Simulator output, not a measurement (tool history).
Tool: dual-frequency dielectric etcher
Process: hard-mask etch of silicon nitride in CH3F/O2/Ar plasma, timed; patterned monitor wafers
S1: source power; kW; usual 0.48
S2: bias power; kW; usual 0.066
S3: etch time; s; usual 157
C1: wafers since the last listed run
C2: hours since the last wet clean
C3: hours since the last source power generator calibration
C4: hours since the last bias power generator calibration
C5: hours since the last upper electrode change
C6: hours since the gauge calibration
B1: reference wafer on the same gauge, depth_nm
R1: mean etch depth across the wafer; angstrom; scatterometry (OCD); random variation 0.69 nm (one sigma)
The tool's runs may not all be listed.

run 1 day=0 | S1=0.48 S2=0.066 S3=157 | C1=0 C2=48.8 C3=3645.9 C4=3910.4 C5=4283.2 C6=229.4 | B1=101.9 | R1=1165
run 2 day=1.033 | S1=0.48 S2=0.066 S3=157 | C1=182 C2=73.6 C3=3670.7 C4=3935.2 C5=4308 C6=254.2 | B1=102.2 | R1=1175
run 3 day=2.104 | S1=0.48 S2=0.066 S3=157 | C1=188 C2=99.3 C3=3696.4 C4=3960.9 C5=4333.7 C6=279.9 | B1=102 | R1=1166
run 4 day=2.942 | S1=0.48 S2=0.066 S3=157 | C1=147 C2=119.4 C3=3716.5 C4=3981 C5=4353.8 C6=300 | B1=102 | R1=1149
run 5 day=3.762 | S1=0.48 S2=0.066 S3=157 | C1=144 C2=139.1 C3=3736.2 C4=4000.7 C5=4373.5 C6=319.7 | B1=101.9 | R1=1152
-- day=5.746 upper electrode replaced, of another model than before
run 6 day=5.767 | S1=0.48 S2=0.066 S3=157 | C1=177 C2=187.2 C3=3784.3 C4=4048.8 C5=0.5 C6=367.8 | B1=102 | R1=1152
run 7 day=6.108 | S1=0.48 S2=0.066 S3=192.5 | C1=60 C2=195.4 C3=3792.5 C4=4057 C5=8.7 C6=376 | B1=101.9 | R1=1423
run 8 day=7.546 | S1=0.48 S2=0.066 S3=157 | C1=253 C2=229.9 C3=3827 C4=4091.5 C5=43.2 C6=410.5 | B1=101.9 | R1=1139
run 9 day=8.421 | S1=0.48 S2=0.066 S3=157 | C1=154 C2=250.9 C3=3848 C4=4112.5 C5=64.2 C6=431.5 | B1=102.2 | R1=1144
run 10 day=9.517 | S1=0.48 S2=0.066 S3=173 | C1=193 C2=277.2 C3=3874.3 C4=4138.8 C5=90.5 C6=457.8 | B1=102.1 | R1=1256
run 11 day=10.983 | S1=0.51 S2=0.066 S3=193.5 | C1=258 C2=312.4 C3=3909.5 C4=4174 C5=125.7 C6=493 | B1=101.9 | R1=1446
run 12 day=11.796 | S1=0.56 S2=0.075 S3=157 | C1=143 C2=331.9 C3=3929 C4=4193.5 C5=145.2 C6=512.5 | B1=102 | R1=1255
run 13 day=13.838 | S1=0.57 S2=0.052 S3=116 | C1=360 C2=380.9 C3=3978 C4=4242.5 C5=194.2 C6=561.5 | B1=101.8 | R1=885
run 14 day=15.3 | S1=0.56 S2=0.077 S3=157 | C1=257 C2=416 C3=4013.1 C4=4277.6 C5=229.3 C6=596.6 | B1=102.1 | R1=1238
-- day=15.508 bias power generator calibrated
-- day=16.638 wet clean of the chamber
run 15 day=16.725 | S1=0.52 S2=0.053 S3=157 | C1=45 C2=2.1 C3=4047.3 C4=29.2 C5=263.5 C6=630.8 | B1=102.1 | R1=1193
-- day=17.55 source power generator calibrated
run 16 day=18.183 | S1=0.48 S2=0.066 S3=157 | C1=227 C2=37.1 C3=15.2 C4=64.2 C5=298.5 C6=665.8 | B1=102.1 | R1=1165
run 17 day=19.279 | S1=0.48 S2=0.05 S3=176 | C1=193 C2=63.4 C3=41.5 C4=90.5 C5=324.8 C6=692.1 | B1=101.9 | R1=1246
-- day=19.371 gauge calibrated
run 18 day=20.188 | S1=0.59 S2=0.058 S3=157 | C1=160 C2=85.2 C3=63.3 C4=112.3 C5=346.6 C6=19.6 | B1=102 | R1=1274
run 19 day=21.354 | S1=0.48 S2=0.066 S3=157 | C1=205 C2=113.2 C3=91.3 C4=140.3 C5=374.6 C6=47.6 | B1=102.2 | R1=1162
run 20 day=22.642 | S1=0.57 S2=0.057 S3=112 | C1=227 C2=144.1 C3=122.2 C4=171.2 C5=405.5 C6=78.5 | B1=102.1 | R1=887
run 21 day=23.588 | S1=0.38 S2=0.066 S3=118.5 | C1=166 C2=166.8 C3=144.9 C4=193.9 C5=428.2 C6=101.2 | B1=102 | R1=747
run 22 day=24.383 | S1=0.48 S2=0.066 S3=157 | C1=140 C2=185.9 C3=164 C4=213 C5=447.3 C6=120.3 | B1=102.1 | R1=1153
run 23 day=25.046 | S1=0.54 S2=0.066 S3=157 | C1=116 C2=201.8 C3=179.9 C4=228.9 C5=463.2 C6=136.2 | B1=102 | R1=1211
run 24 day=26.346 | S1=0.54 S2=0.066 S3=157 | C1=229 C2=233 C3=211.1 C4=260.1 C5=494.4 C6=167.4 | B1=102 | R1=1222
run 25 day=30.242 | S1=0.48 S2=0.058 S3=170 | C1=687 C2=326.5 C3=304.6 C4=353.6 C5=587.9 C6=260.9 | B1=101.9 | R1=1193
run 26 day=31.738 | S1=0.48 S2=0.079 S3=157 | C1=263 C2=362.4 C3=340.5 C4=389.5 C5=623.8 C6=296.8 | B1=102.2 | R1=1153
run 27 day=33.033 | S1=0.48 S2=0.081 S3=157 | C1=228 C2=393.5 C3=371.6 C4=420.6 C5=654.9 C6=327.9 | B1=101.9 | R1=1152
run 28 day=34.167 | S1=0.41 S2=0.059 S3=182.5 | C1=199 C2=420.7 C3=398.8 C4=447.8 C5=682.1 C6=355.1 | B1=102 | R1=1160
run 29 day=35.012 | S1=0.48 S2=0.081 S3=157 | C1=149 C2=441 C3=419.1 C4=468.1 C5=702.4 C6=375.4 | B1=101.8 | R1=1145
run 30 day=35.542 | S1=0.48 S2=0.066 S3=157 | C1=93 C2=453.7 C3=431.8 C4=480.8 C5=715.1 C6=388.1 | B1=102 | R1=1104

4 ways to go on from here, each from the tool as it stands after run 30. What would each give?
run A day=35.562 | S1=0.48 S2=0.066 S3=157 | C1=3 C2=454.2 C3=432.3 C4=481.3 C5=715.6 C6=388.6 | B1=? | R1=?
run B day=35.562 | S1=0.48 S2=0.075 S3=157 | C1=3 C2=454.2 C3=432.3 C4=481.3 C5=715.6 C6=388.6 | B1=? | R1=?
run C day=35.562 | S1=0.4 S2=0.066 S3=157 | C1=3 C2=454.2 C3=432.3 C4=481.3 C5=715.6 C6=388.6 | B1=? | R1=?
run D day=35.562 | S1=0.43 S2=0.061 S3=157 | C1=3 C2=454.2 C3=432.3 C4=481.3 C5=715.6 C6=388.6 | B1=? | R1=?

run=A B1=102 R1=1105
run=B B1=102 R1=1128
run=C B1=102 R1=994
run=D B1=102 R1=1026
Without the tool's hidden state the same runs would have given:
run=A R1=1169
run=B R1=1193
run=C R1=1051
run=D R1=1085

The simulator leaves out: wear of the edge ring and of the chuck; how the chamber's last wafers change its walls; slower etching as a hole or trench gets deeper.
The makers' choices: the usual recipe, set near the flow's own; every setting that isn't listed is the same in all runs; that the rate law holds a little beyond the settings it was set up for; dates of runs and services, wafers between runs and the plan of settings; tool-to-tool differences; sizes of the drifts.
